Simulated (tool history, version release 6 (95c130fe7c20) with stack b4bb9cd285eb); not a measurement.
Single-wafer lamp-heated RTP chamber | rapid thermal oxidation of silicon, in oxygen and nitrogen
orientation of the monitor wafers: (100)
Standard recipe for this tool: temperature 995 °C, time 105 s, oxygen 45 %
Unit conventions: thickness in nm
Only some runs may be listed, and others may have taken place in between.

run    hour  temperature  time  oxygen  wafers since the last listed run  wafers since the last pyrometer calibration  hours since the oxygen flow controller was replaced  hours since the gauge calibration  read-back reference wafer on the same gauge, thickness  thickness
  1     0.0          995   105      31                                 0                                         6468                                               4732.5                              346.9                                                   5.058      5.151
       48.1  -- pyrometer window cleaned and pyrometer calibrated
  2    53.6          995   105      31                               297                                           35                                               4786.1                              400.5                                                   5.059      5.149
  3   109.5          995   105      31                               365                                          401                                               4842.0                              456.4                                                   5.058      5.134
  4   174.8          995   105      34                               426                                          827                                               4907.3                              521.7                                                   5.060      5.284
  5   244.0          995   105      45                               452                                         1279                                               4976.5                              590.9                                                   5.059      5.810
  6   301.8          995   105      45                               377                                         1657                                               5034.3                              648.7                                                   5.057      5.798
  7   350.8          995   105      24                               320                                         1977                                               5083.3                              697.7                                                   5.063      4.678
  8   394.2          995   105      24                               283                                         2261                                               5126.7                              741.1                                                   5.060      4.721
  9   423.6          995   105      24                               192                                         2453                                               5156.1                              770.5                                                   5.059      4.724
 10   462.5         1012   105      45                               254                                         2707                                               5195.0                              809.4                                                   5.061      6.571
 11   504.6         1012   105      45                               275                                         2982                                               5237.1                              851.5                                                   5.054      6.604
 12   567.9          995   135      45                               413                                         3396                                               5300.4                              914.8                                                   5.059      6.482
 13   605.1          995   135      45                               243                                         3639                                               5337.6                              952.0                                                   5.060      6.503
      618.7  -- oxygen flow controller replaced
 14   639.4          995   105      45                               171                                         3811                                                 20.7                              986.3                                                   5.055      5.782
 15   667.5          995   105      45                               183                                         3995                                                 48.8                             1014.4                                                   5.059      5.774
 16   697.3          995   105      45                               194                                         4189                                                 78.6                             1044.2                                                   5.056      5.816
 17   881.4          995   105      45                              1202                                         5392                                                262.7                             1228.3                                                   5.062      5.802
 18   930.7          995   105      45                               322                                         5714                                                312.0                             1277.6                                                   5.051      5.806
     1079.7  -- gauge calibrated
 19  1133.4          995   105      27                              1324                                         7039                                                514.7                               53.7                                                   5.067      4.880
 20  1204.2         1006    65      34                               462                                         7502                                                585.5                              124.5                                                   5.058      4.675
 21  1233.7          995    75      19                               192                                         7694                                                615.0                              154.0                                                   5.061      3.867
     1248.6  -- pyrometer window cleaned and pyrometer calibrated
 22  1286.8          995   105      45                               294                                          249                                                668.1                              207.1                                                   5.060      5.811
 23  1342.0         1009   105      56                               360                                          610                                                723.3                              262.3                                                   5.057      6.912
 24  1400.5          995   105      31                               382                                          992                                                781.8                              320.8                                                   5.057      5.112
 25  1451.2          995   105      45                               331                                         1324                                                832.5                              371.5                                                   5.067      5.838
 26  1523.1          984   105      45                               469                                         1793                                                904.4                              443.4                                                   5.050      5.361
 27  1655.4          979   130      22                               864                                         2658                                               1036.7                              575.7                                                   5.065      4.522
 28  1703.9         1023   105      59                               316                                         2975                                               1085.2                              624.2                                                   5.058      7.801
 29  1741.1          977   105      26                               243                                         3218                                               1122.4                              661.4                                                   5.060      4.297
 30  1775.8         1015   105      45                               226                                         3445                                               1157.1                              696.1                                                   5.060      6.648
 31  1830.9         1012    65      34                               360                                         3805                                               1212.2                              751.2                                                   5.058      4.880
 32  2016.0          995   105      31                              1209                                         5014                                               1397.3                              936.3                                                   5.056      5.125

What the log doesn't show, run by run:
true wafer temperature minus pyrometer reading, K: 0 at every run
deviation of the oxygen flow from its setpoint, %: 0 at every run
gauge reads high (%): 0 at every run

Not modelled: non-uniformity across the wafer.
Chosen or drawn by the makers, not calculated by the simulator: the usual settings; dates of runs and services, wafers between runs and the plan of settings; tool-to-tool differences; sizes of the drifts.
